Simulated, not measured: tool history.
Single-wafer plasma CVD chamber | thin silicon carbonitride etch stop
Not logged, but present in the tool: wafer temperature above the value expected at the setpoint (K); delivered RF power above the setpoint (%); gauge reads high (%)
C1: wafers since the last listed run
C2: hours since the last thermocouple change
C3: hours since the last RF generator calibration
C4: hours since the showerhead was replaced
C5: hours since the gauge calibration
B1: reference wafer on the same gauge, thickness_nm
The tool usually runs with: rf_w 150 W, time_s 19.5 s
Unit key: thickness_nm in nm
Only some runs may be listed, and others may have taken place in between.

run 1 hour=0.0 | rf_w=150 time_s=18.6 | C1=0 C2=962.4 C3=1620.7 C4=6413.8 C5=466.3 | B1=11.607 | thickness_nm=9.966
run 2 hour=29.9 | rf_w=150 time_s=18.6 | C1=578 C2=992.3 C3=1650.6 C4=6443.7 C5=496.2 | B1=11.599 | thickness_nm=9.947
run 3 hour=87.9 | rf_w=150 time_s=18.6 | C1=1122 C2=1050.3 C3=1708.6 C4=6501.7 C5=554.2 | B1=11.598 | thickness_nm=9.972
run 4 hour=177.6 | rf_w=150 time_s=17.0 | C1=1735 C2=1140.0 C3=1798.3 C4=6591.4 C5=643.9 | B1=11.608 | thickness_nm=9.070
-- hour=238.7 gauge calibrated
run 5 hour=244.7 | rf_w=150 time_s=17.0 | C1=1298 C2=1207.1 C3=1865.4 C4=6658.5 C5=6.0 | B1=11.595 | thickness_nm=9.051
run 6 hour=290.1 | rf_w=150 time_s=19.5 | C1=878 C2=1252.5 C3=1910.8 C4=6703.9 C5=51.4 | B1=11.598 | thickness_nm=10.430
run 7 hour=352.8 | rf_w=150 time_s=19.5 | C1=1213 C2=1315.2 C3=1973.5 C4=6766.6 C5=114.1 | B1=11.599 | thickness_nm=10.427
run 8 hour=386.7 | rf_w=150 time_s=19.5 | C1=655 C2=1349.1 C3=2007.4 C4=6800.5 C5=148.0 | B1=11.607 | thickness_nm=10.429
run 9 hour=435.1 | rf_w=150 time_s=19.5 | C1=936 C2=1397.5 C3=2055.8 C4=6848.9 C5=196.4 | B1=11.594 | thickness_nm=10.429
-- hour=456.7 showerhead replaced
-- hour=485.8 thermocouple changed; heater temperature recalibrated
run 10 hour=488.2 | rf_w=150 time_s=19.5 | C1=717 C2=2.4 C3=2108.9 C4=31.5 C5=249.5 | B1=11.596 | thickness_nm=10.393
run 11 hour=566.0 | rf_w=135 time_s=19.5 | C1=1505 C2=80.2 C3=2186.7 C4=109.3 C5=327.3 | B1=11.605 | thickness_nm=10.107
run 12 hour=590.2 | rf_w=150 time_s=19.5 | C1=468 C2=104.4 C3=2210.9 C4=133.5 C5=351.5 | B1=11.599 | thickness_nm=10.454
run 13 hour=626.7 | rf_w=150 time_s=19.5 | C1=706 C2=140.9 C3=2247.4 C4=170.0 C5=388.0 | B1=11.597 | thickness_nm=10.372
-- hour=658.4 RF generator calibrated
run 14 hour=681.8 | rf_w=150 time_s=19.5 | C1=911 C2=196.0 C3=23.4 C4=225.1 C5=443.1 | B1=11.597 | thickness_nm=10.285
run 15 hour=722.3 | rf_w=160 time_s=19.5 | C1=783 C2=236.5 C3=63.9 C4=265.6 C5=483.6 | B1=11.601 | thickness_nm=10.456
run 16 hour=748.9 | rf_w=175 time_s=21.4 | C1=514 C2=263.1 C3=90.5 C4=292.2 C5=510.2 | B1=11.600 | thickness_nm=11.735
run 17 hour=795.6 | rf_w=150 time_s=22.4 | C1=903 C2=309.8 C3=137.2 C4=338.9 C5=556.9 | B1=11.605 | thickness_nm=11.819
run 18 hour=828.8 | rf_w=150 time_s=19.5 | C1=642 C2=343.0 C3=170.4 C4=372.1 C5=590.1 | B1=11.612 | thickness_nm=10.271
run 19 hour=868.4 | rf_w=150 time_s=19.5 | C1=766 C2=382.6 C3=210.0 C4=411.7 C5=629.7 | B1=11.605 | thickness_nm=10.225
-- hour=873.7 gauge calibrated
-- hour=922.3 RF generator calibrated, repeated, since the last time left the tool worse
run 20 hour=923.5 | rf_w=140 time_s=18.0 | C1=911 C2=437.7 C3=1.2 C4=466.8 C5=49.8 | B1=11.606 | thickness_nm=9.526
run 21 hour=964.9 | rf_w=150 time_s=19.5 | C1=801 C2=479.1 C3=42.6 C4=508.2 C5=91.2 | B1=11.598 | thickness_nm=10.506
run 22 hour=1010.9 | rf_w=175 time_s=19.5 | C1=890 C2=525.1 C3=88.6 C4=554.2 C5=137.2 | B1=11.606 | thickness_nm=10.959
run 23 hour=1047.7 | rf_w=135 time_s=17.7 | C1=712 C2=561.9 C3=125.4 C4=591.0 C5=174.0 | B1=11.599 | thickness_nm=9.332
run 24 hour=1091.5 | rf_w=150 time_s=19.5 | C1=847 C2=605.7 C3=169.2 C4=634.8 C5=217.8 | B1=11.612 | thickness_nm=10.543
run 25 hour=1123.6 | rf_w=160 time_s=19.5 | C1=621 C2=637.8 C3=201.3 C4=666.9 C5=249.9 | B1=11.595 | thickness_nm=10.748
run 26 hour=1181.5 | rf_w=140 time_s=17.7 | C1=1120 C2=695.7 C3=259.2 C4=724.8 C5=307.8 | B1=11.595 | thickness_nm=9.339
run 27 hour=1237.8 | rf_w=125 time_s=20.5 | C1=1089 C2=752.0 C3=315.5 C4=781.1 C5=364.1 | B1=11.597 | thickness_nm=10.576

Forecast each of these 3 alternatives for the next run:
run A hour=1238.2 | rf_w=140 time_s=19.5 | C1=7 C2=752.4 C3=315.9 C4=781.5 C5=364.5 | B1=? | thickness_nm=?
run B hour=1238.2 | rf_w=170 time_s=22.7 | C1=7 C2=752.4 C3=315.9 C4=781.5 C5=364.5 | B1=? | thickness_nm=?
run C hour=1238.2 | rf_w=125 time_s=16.8 | C1=7 C2=752.4 C3=315.9 C4=781.5 C5=364.5 | B1=? | thickness_nm=?

run=A B1=11.597 thickness_nm=10.377
run=B B1=11.597 thickness_nm=12.736
run=C B1=11.597 thickness_nm=8.673
With the hidden condition removed and each run's random variation left untouched, the same runs would have given:
run=A thickness_nm=10.403
run=B thickness_nm=12.767
run=C thickness_nm=8.694
